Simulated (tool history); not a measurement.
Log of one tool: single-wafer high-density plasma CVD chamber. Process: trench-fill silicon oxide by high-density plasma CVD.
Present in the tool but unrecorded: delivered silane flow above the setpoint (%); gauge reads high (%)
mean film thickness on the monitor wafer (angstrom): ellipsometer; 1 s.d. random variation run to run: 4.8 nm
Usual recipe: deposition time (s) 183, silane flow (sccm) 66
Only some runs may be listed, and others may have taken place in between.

run	hour	deposition time (s)	silane flow (sccm)	wafers since the last listed run	hours since the silane flow controller was replaced	hours since the gauge calibration	read-back reference wafer on the same gauge, thickness_nm	mean film thickness on the monitor wafer (angstrom)
1	0.0	183	66	0	941.8	661.9	1068.990	12381.26
2	35.9	183	66	248	977.7	697.8	1071.029	12352.74
3	249.5	183	66	1479	1191.3	911.4	1069.101	12344.90
4	300.5	183	66	353	1242.3	962.4	1069.643	12345.35
5	358.2	183	66	399	1300.0	1020.1	1068.370	12430.18
6	418.2	183	66	415	1360.0	1080.1	1068.862	12318.10
7	478.6	183	66	418	1420.4	1140.5	1069.444	12387.26
8	548.2	183	76	482	1490.0	1210.1	1071.381	14267.03
9	606.5	183	66	403	1548.3	1268.4	1070.110	12421.49
# hour 638.7: gauge calibrated
10	639.0	183	66	225	1580.8	0.3	1068.106	12434.58
11	691.5	183	66	363	1633.3	52.8	1070.260	12455.46
12	743.5	183	66	360	1685.3	104.8	1070.822	12313.09
13	793.3	183	66	344	1735.1	154.6	1070.662	12294.57
14	861.8	183	66	474	1803.6	223.1	1071.162	12389.23
15	896.2	183	66	238	1838.0	257.5	1069.143	12394.92
16	931.8	183	66	246	1873.6	293.1	1070.717	12404.98
17	976.6	183	61	310	1918.4	337.9	1071.621	11443.60
18	1033.1	183	61	391	1974.9	394.4	1069.159	11425.37
19	1076.5	183	66	300	2018.3	437.8	1071.670	12366.94
20	1103.5	183	66	187	2045.3	464.8	1068.262	12389.81
21	1173.1	183	66	482	2114.9	534.4	1071.851	12353.86
22	1231.1	173	74	401	2172.9	592.4	1068.472	13159.53
23	1277.2	198	55	319	2219.0	638.5	1072.064	11240.48
24	1311.6	173	74	238	2253.4	672.9	1069.744	13118.41
25	1345.1	168	66	232	2286.9	706.4	1069.153	11325.27
26	1415.6	183	55	488	2357.4	776.9	1069.927	10337.75
27	1441.5	183	66	179	2383.3	802.8	1070.771	12383.88
28	1505.3	167	78	441	2447.1	866.6	1069.909	13389.27
# hour 1523.0: silane flow controller replaced
29	1607.2	215	74	650	84.2	968.5	1069.158	15943.47
30	1637.7	183	66	211	114.7	999.0	1069.574	12181.33
31	1669.6	183	66	220	146.6	1030.9	1071.272	12155.38
32	1725.5	206	62	387	202.5	1086.8	1068.327	12933.75
33	1775.7	199	75	347	252.7	1137.0	1070.312	15049.14
# hour 1813.0: gauge calibrated
34	1838.2	163	79	432	315.2	25.2	1070.348	13000.47
35	1919.7	198	53	564	396.7	106.7	1071.341	10669.31
36	1947.2	183	66	190	424.2	134.2	1069.460	12191.59
37	2010.6	213	66	439	487.6	197.6	1070.589	14385.29
38	2063.0	172	76	362	540.0	250.0	1069.374	13281.06
39	2120.7	203	53	399	597.7	307.7	1069.999	10930.41
40	2152.1	213	66	217	629.1	339.1	1069.731	14240.82
41	2186.4	208	66	237	663.4	373.4	1070.206	13981.77
42	2250.5	183	66	443	727.5	437.5	1068.230	12252.08
43	2292.2	183	55	288	769.2	479.2	1068.077	10194.14
44	2360.3	183	66	471	837.3	547.3	1071.110	12281.95
45	2419.7	216	72	411	896.7	606.7	1070.006	15816.67

Pick out some run-to-run changes in mean film thickness on the monitor wafer (angstrom). Of each, how much would a tool without hidden state show as well, from the settings, what came in and chance, and how much is left for the hidden state and any gauge scatter not in both results compared?
Run 26 -> 27: silane flow (sccm) 55 -> 66. mean film thickness on the monitor wafer (angstrom) +2046.13: hidden state +41.07, all else +2005.06.
Run 28 -> 29: deposition time (s) 167 -> 215, silane flow (sccm) 78 -> 74, silane flow controller replaced. mean film thickness on the monitor wafer (angstrom) +2554.20: hidden state -268.81, all else +2823.01.
Run 29 -> 30: deposition time (s) 215 -> 183, silane flow (sccm) 74 -> 66. mean film thickness on the monitor wafer (angstrom) -3762.14: hidden state +9.55, all else -3771.69.
Run 39 -> 40: deposition time (s) 203 -> 213, silane flow (sccm) 53 -> 66. mean film thickness on the monitor wafer (angstrom) +3310.41: hidden state +36.01, all else +3274.40.
Run 44 -> 45: deposition time (s) 183 -> 216, silane flow (sccm) 66 -> 72. mean film thickness on the monitor wafer (angstrom) +3534.72: hidden state +49.47, all else +3485.25.

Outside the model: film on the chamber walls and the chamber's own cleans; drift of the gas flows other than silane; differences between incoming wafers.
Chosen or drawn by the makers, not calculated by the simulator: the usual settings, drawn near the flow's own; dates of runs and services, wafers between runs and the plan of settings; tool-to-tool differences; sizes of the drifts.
